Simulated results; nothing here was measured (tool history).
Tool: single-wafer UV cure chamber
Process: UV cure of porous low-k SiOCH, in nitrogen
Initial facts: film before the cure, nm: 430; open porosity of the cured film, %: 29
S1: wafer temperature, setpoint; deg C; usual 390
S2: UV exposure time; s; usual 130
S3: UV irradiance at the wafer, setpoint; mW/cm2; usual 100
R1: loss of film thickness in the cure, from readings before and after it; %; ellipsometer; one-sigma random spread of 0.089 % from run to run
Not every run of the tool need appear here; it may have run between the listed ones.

run,hour,S1,S2,S3,R1
1,0.0,390,130,122,8.527
2,17.4,390,130,122,8.526
3,24.7,390,130,122,8.555
4,36.9,376,130,100,7.295
5,48.3,376,130,100,7.409
6,58.2,376,130,100,7.396
7,67.3,385,130,100,7.592
8,84.2,385,130,100,7.409
9,91.7,385,130,100,7.430
10,107.0,390,90,100,6.090
11,116.6,390,90,100,5.986
12,131.8,390,90,100,5.908
13,139.6,390,130,100,7.507
14,155.3,390,130,100,7.443
15,166.5,390,130,100,7.501
16,188.2,390,130,100,7.431
17,197.2,390,190,78,8.067
18,206.5,404,130,84,6.844
19,216.2,381,95,137,7.331
20,231.2,379,130,100,7.179
21,253.3,390,130,100,9.141
22,253.7,375,90,100,7.410
23,259.4,390,105,100,8.247
24,269.5,390,130,100,9.378
25,284.1,390,130,100,9.271
26,297.0,371,185,61,8.162
27,309.2,397,55,100,5.668
28,320.1,390,160,100,10.077
29,334.2,396,130,100,9.198
30,347.7,390,130,100,9.169
31,354.2,401,150,130,11.213
32,368.8,390,190,100,10.858

Removed from this log: 2 entries logged between the listed runs. Between which two listed runs does each belong, and how does the tool's hidden state at the listed run before it compare with that at the listed run after it?
After run 20, before run 21: quartz window cleaned (hour 249.4); UV bulbs replaced (hour 252.8)
  lamp output below its setpoint, %: 38.8 -> 6.23
  what was measured, less what the result would be without the hidden state, R1: -2.121 -> -0.282 %
